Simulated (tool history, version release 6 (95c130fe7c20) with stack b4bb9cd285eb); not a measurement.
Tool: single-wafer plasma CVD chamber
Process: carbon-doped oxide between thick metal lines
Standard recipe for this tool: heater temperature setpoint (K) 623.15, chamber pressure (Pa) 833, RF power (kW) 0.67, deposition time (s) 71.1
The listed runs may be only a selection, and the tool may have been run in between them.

| run | hour | heater temperature setpoint (K) | chamber pressure (Pa) | RF power (kW) | deposition time (s) | read-back reference wafer on the same gauge, thickness_nm | mean film thickness on the monitor wafer (angstrom) |
|---|---|---|---|---|---|---|---|
| 1 | 0 | 623.15 | 833 | 0.67 | 71.1 | 387.94 | 4221.75 |
| 2 | 58 | 623.15 | 833 | 0.67 | 71.1 | 388.42 | 4226.93 |
| 3 | 128.6 | 623.15 | 833 | 0.67 | 71.1 | 387.98 | 4221.24 |
| 4 | 180.6 | 623.15 | 833 | 0.67 | 71.1 | 387.588 | 4228.9 |
| 5 | 272.9 | 623.15 | 833 | 0.67 | 71.1 | 388.63 | 4242.24 |
|  | 339.7 | showerhead replaced |
|  | 348.1 | RF generator calibrated |
| 6 | 348.6 | 623.15 | 833 | 0.67 | 71.1 | 388.531 | 4225.81 |
| 7 | 436.8 | 623.15 | 833 | 0.67 | 71.1 | 387.352 | 4238.13 |
| 8 | 491.8 | 623.15 | 833 | 0.725 | 71.1 | 388.157 | 4408.99 |
| 9 | 539.6 | 623.15 | 660 | 0.62 | 79.9 | 388.012 | 4282.34 |
| 10 | 597.1 | 623.15 | 833 | 0.67 | 71.1 | 388.466 | 4226.26 |
| 11 | 650 | 631.15 | 768 | 0.705 | 79.1 | 388.299 | 4681.28 |
|  | 735.2 | gauge calibrated |
| 12 | 754 | 610.15 | 833 | 0.73 | 76.5 | 388.12 | 4912.14 |
|  | 799 | thermocouple changed; heater temperature recalibrated |
| 13 | 830.2 | 617.15 | 631 | 0.67 | 71.1 | 388.239 | 4036.21 |
|  | 897.1 | capacitance manometer re-zeroed and calibrated |
| 14 | 908.6 | 623.15 | 833 | 0.765 | 71.1 | 388.335 | 4567.89 |
| 15 | 986.5 | 623.15 | 665 | 0.575 | 77.9 | 388.33 | 4022.73 |
| 16 | 1034.6 | 623.15 | 833 | 0.67 | 71.1 | 387.986 | 4245.45 |
| 17 | 1099.3 | 623.15 | 833 | 0.74 | 64 | 388.306 | 4040.94 |
| 18 | 1159.9 | 637.15 | 833 | 0.67 | 60.6 | 388.108 | 3476.65 |
|  | 1201.9 | RF generator calibrated |
| 19 | 1242.2 | 623.15 | 665 | 0.575 | 77.9 | 387.949 | 3997.95 |
| 20 | 1321.7 | 619.15 | 833 | 0.67 | 56.9 | 388.764 | 3405.39 |
| 21 | 1364.1 | 623.15 | 977 | 0.595 | 79.3 | 387.767 | 4472.64 |
| 22 | 1431.6 | 623.15 | 833 | 0.67 | 71.1 | 387.826 | 4224.63 |
| 23 | 1539.4 | 623.15 | 833 | 0.67 | 71.1 | 387.538 | 4227.14 |
| 24 | 1635.6 | 623.15 | 833 | 0.67 | 63 | 388.122 | 3752.78 |
| 25 | 1674.2 | 635.15 | 739 | 0.67 | 71.1 | 388.295 | 4008.45 |
| 26 | 1721.8 | 623.15 | 833 | 0.67 | 71.1 | 387.304 | 4243.26 |
| 27 | 1765 | 609.15 | 833 | 0.67 | 71.1 | 388.225 | 4361.74 |
| 28 | 1854.5 | 619.15 | 689 | 0.58 | 71.1 | 387.728 | 3739.87 |
| 29 | 1939.7 | 635.15 | 833 | 0.67 | 71.1 | 388.158 | 4121.3 |

What if the next run were any one of these 3? Each begins from the tool's condition after run 29:
| A | 1940.1 | 623.15 | 833 | 0.67 | 71.1 | ? | ? |
| B | 1940.1 | 623.15 | 660 | 0.8 | 85.2 | ? | ? |
| C | 1940.1 | 623.15 | 833 | 0.67 | 81.8 | ? | ? |

| run | read-back reference wafer on the same gauge, thickness_nm | mean film thickness on the monitor wafer (angstrom) |
|---|---|---|
| A | 387.626 | 4226.78 |
| B | 387.626 | 5333.65 |
| C | 387.626 | 4858.09 |
Take away the tool's hidden state, keep each run's random variation, and the runs would have read:
| run | mean film thickness on the monitor wafer (angstrom) |
|---|---|
| A | 4226.78 |
| B | 5333.65 |
| C | 4858.09 |
